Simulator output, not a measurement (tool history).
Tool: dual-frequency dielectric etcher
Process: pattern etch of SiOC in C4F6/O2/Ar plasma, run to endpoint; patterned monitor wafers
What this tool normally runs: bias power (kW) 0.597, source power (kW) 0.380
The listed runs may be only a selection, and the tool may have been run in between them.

run	hour	bias power (kW)	source power (kW)	wafers since the last listed run	hours since the last wet clean	hours since the last bias power generator calibration	hours since the last source power generator calibration	hours since the last upper electrode change	incoming incoming film thickness, nm	endpoint time (s)
1	0.0	0.597	0.380	0	456.3	2435.5	2462.6	4413.2	45.57	13.7
2	11.7	0.597	0.380	257	468.0	2447.2	2474.3	4424.9	45.36	13.5
3	18.7	0.597	0.380	153	475.0	2454.2	2481.3	4431.9	45.73	13.8
4	33.2	0.597	0.380	318	489.5	2468.7	2495.8	4446.4	45.55	13.9
5	40.0	0.597	0.380	149	496.3	2475.5	2502.6	4453.2	45.36	13.7
6	54.0	0.597	0.380	307	510.3	2489.5	2516.6	4467.2	45.25	13.7
7	66.9	0.597	0.380	283	523.2	2502.4	2529.5	4480.1	45.62	13.7
8	84.3	0.636	0.380	382	540.6	2519.8	2546.9	4497.5	44.84	13.2
9	95.4	0.636	0.380	244	551.7	2530.9	2558.0	4508.6	45.67	13.4
10	103.7	0.636	0.380	182	560.0	2539.2	2566.3	4516.9	45.88	13.6
# hour 108.1: bias power generator calibrated
11	119.7	0.516	0.400	263	576.0	11.6	2582.3	4532.9	45.45	13.8
12	132.2	0.516	0.400	274	588.5	24.1	2594.8	4545.4	45.64	13.9
13	166.0	0.516	0.400	743	622.3	57.9	2628.6	4579.2	45.58	13.9
14	173.4	0.597	0.320	162	629.7	65.3	2636.0	4586.6	44.93	14.2
# hour 198.5: upper electrode replaced
15	199.0	0.597	0.320	35	655.3	90.9	2661.6	0.5	45.24	14.3
16	199.3	0.597	0.320	6	655.6	91.2	2661.9	0.8	45.58	14.3
17	211.7	0.597	0.380	272	668.0	103.6	2674.3	13.2	45.24	13.5
# hour 245.4: wet clean of the chamber
18	245.9	0.597	0.430	224	0.5	137.8	2708.5	47.4	45.29	13.7
19	246.2	0.660	0.380	6	0.8	138.1	2708.8	47.7	45.39	13.9
20	246.5	0.519	0.380	6	1.1	138.4	2709.1	48.0	45.04	14.7
21	252.2	0.502	0.330	125	6.8	144.1	2714.8	53.7	45.22	15.6
# hour 267.7: source power generator calibrated
22	270.1	0.547	0.380	305	24.7	162.0	2.4	71.6	45.53	14.5
23	279.9	0.559	0.330	215	34.5	171.8	12.2	81.4	45.49	15.1
24	296.5	0.509	0.440	364	51.1	188.4	28.8	98.0	45.41	14.0
25	305.0	0.487	0.410	186	59.6	196.9	37.3	106.5	45.16	14.4
26	321.8	0.531	0.460	369	76.4	213.7	54.1	123.3	45.23	13.8
27	329.0	0.668	0.450	158	83.6	220.9	61.3	130.5	45.65	13.0
28	338.9	0.597	0.380	217	93.5	230.8	71.2	140.4	45.78	14.4
29	374.0	0.635	0.300	771	128.6	265.9	106.3	175.5	45.71	15.2
30	388.5	0.677	0.380	318	143.1	280.4	120.8	190.0	45.66	13.8
31	394.7	0.685	0.310	136	149.3	286.6	127.0	196.2	45.73	14.6
32	404.3	0.691	0.340	211	158.9	296.2	136.6	205.8	44.95	14.0
33	421.1	0.729	0.290	369	175.7	313.0	153.4	222.6	45.94	14.8
34	427.5	0.554	0.320	140	182.1	319.4	159.8	229.0	45.11	15.1
35	439.2	0.597	0.430	257	193.8	331.1	171.5	240.7	45.18	13.5
36	450.5	0.597	0.380	248	205.1	342.4	182.8	252.0	45.56	14.2

Below are 3 alternative next runs, each starting from the tool's condition after run 36. Predict each:
A	450.9	0.669	0.380	8	205.5	342.8	183.2	252.4	45.40	?
B	450.9	0.640	0.380	8	205.5	342.8	183.2	252.4	45.40	?
C	450.9	0.597	0.470	8	205.5	342.8	183.2	252.4	45.40	?

run	endpoint time (s)
A	13.6
B	13.8
C	13.0
What these runs would have given with no unlogged condition in the tool:
run	endpoint time (s)
A	13.8
B	14.0
C	13.3

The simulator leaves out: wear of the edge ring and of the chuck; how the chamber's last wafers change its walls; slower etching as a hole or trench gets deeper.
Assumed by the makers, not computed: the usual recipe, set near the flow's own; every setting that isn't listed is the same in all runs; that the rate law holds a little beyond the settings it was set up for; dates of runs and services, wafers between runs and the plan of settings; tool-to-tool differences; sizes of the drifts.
